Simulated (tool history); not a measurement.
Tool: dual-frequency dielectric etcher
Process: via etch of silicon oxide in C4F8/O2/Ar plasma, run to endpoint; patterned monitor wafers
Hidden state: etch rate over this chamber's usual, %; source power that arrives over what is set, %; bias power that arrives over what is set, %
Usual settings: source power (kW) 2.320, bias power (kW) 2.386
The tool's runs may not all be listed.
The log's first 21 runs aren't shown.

run    hour  source power (kW)  bias power (kW)  wafers since the last listed run  hours since the last wet clean  hours since the last source power generator calibration  hours since the last bias power generator calibration  hours since the last upper electrode change  incoming incoming film thickness, nm  endpoint time (s)
     1672.3  -- upper electrode replaced
 22  1685.8              1.940            2.386                               185                           123.5                                                    145.4                                                 1170.8                                         13.5                                1803.1              325.2
 23  1768.1              1.780            2.790                               365                           205.8                                                    227.7                                                 1253.1                                         95.8                                1840.9              316.4
 24  1807.6              2.780            2.386                               175                           245.3                                                    267.2                                                 1292.6                                        135.3                                1836.5              307.4
 25  1974.3              2.320            1.806                               741                           412.0                                                    433.9                                                 1459.3                                        302.0                                1814.8              359.2
 26  2054.4              2.770            2.088                               356                           492.1                                                    514.0                                                 1539.4                                        382.1                                1833.1              329.1
 27  2149.1              2.520            2.001                               421                           586.8                                                    608.7                                                 1634.1                                        476.8                                1831.2              348.9
     2203.6  -- wet clean of the chamber
 28  2204.1              2.320            1.796                               137                             0.5                                                    663.7                                                 1689.1                                        531.8                                1826.0              354.1
 29  2237.5              2.320            2.612                               148                            33.9                                                    697.1                                                 1722.5                                        565.2                                1835.3              304.8
 30  2342.5              2.590            2.600                               466                           138.9                                                    802.1                                                 1827.5                                        670.2                                1809.0              295.1
 31  2436.1              2.320            2.696                               416                           232.5                                                    895.7                                                 1921.1                                        763.8                                1827.9              302.7
 32  2496.6              2.320            2.175                               269                           293.0                                                    956.2                                                 1981.6                                        824.3                                1826.0              331.6
     2797.1  -- wet clean of the chamber
 33  2797.6              2.530            2.734                              1231                             0.5                                                   1257.2                                                 2282.6                                       1125.3                                1825.8              291.1
 34  2847.2              2.320            2.386                               220                            50.1                                                   1306.8                                                 2332.2                                       1174.9                                1843.1              318.2

Forecast each of these 5 alternatives for the next run:
  A  2847.7              2.870            2.386                                 2                            50.6                                                   1307.3                                                 2332.7                                       1175.4                                1830.1                  ?
  B  2847.7              2.600            1.913                                 2                            50.6                                                   1307.3                                                 2332.7                                       1175.4                                1830.1                  ?
  C  2847.7              2.000            1.871                                 2                            50.6                                                   1307.3                                                 2332.7                                       1175.4                                1830.1                  ?
  D  2847.7              1.860            2.909                                 2                            50.6                                                   1307.3                                                 2332.7                                       1175.4                                1830.1                  ?
  E  2847.7              1.910            2.101                                 2                            50.6                                                   1307.3                                                 2332.7                                       1175.4                                1830.1                  ?

run  endpoint time (s)
  A              298.8
  B              336.0
  C              359.3
  D              302.0
  E              344.8
Without the tool's hidden state the same runs would have given:
run  endpoint time (s)
  A              297.0
  B              334.0
  C              357.2
  D              300.2
  E              342.7
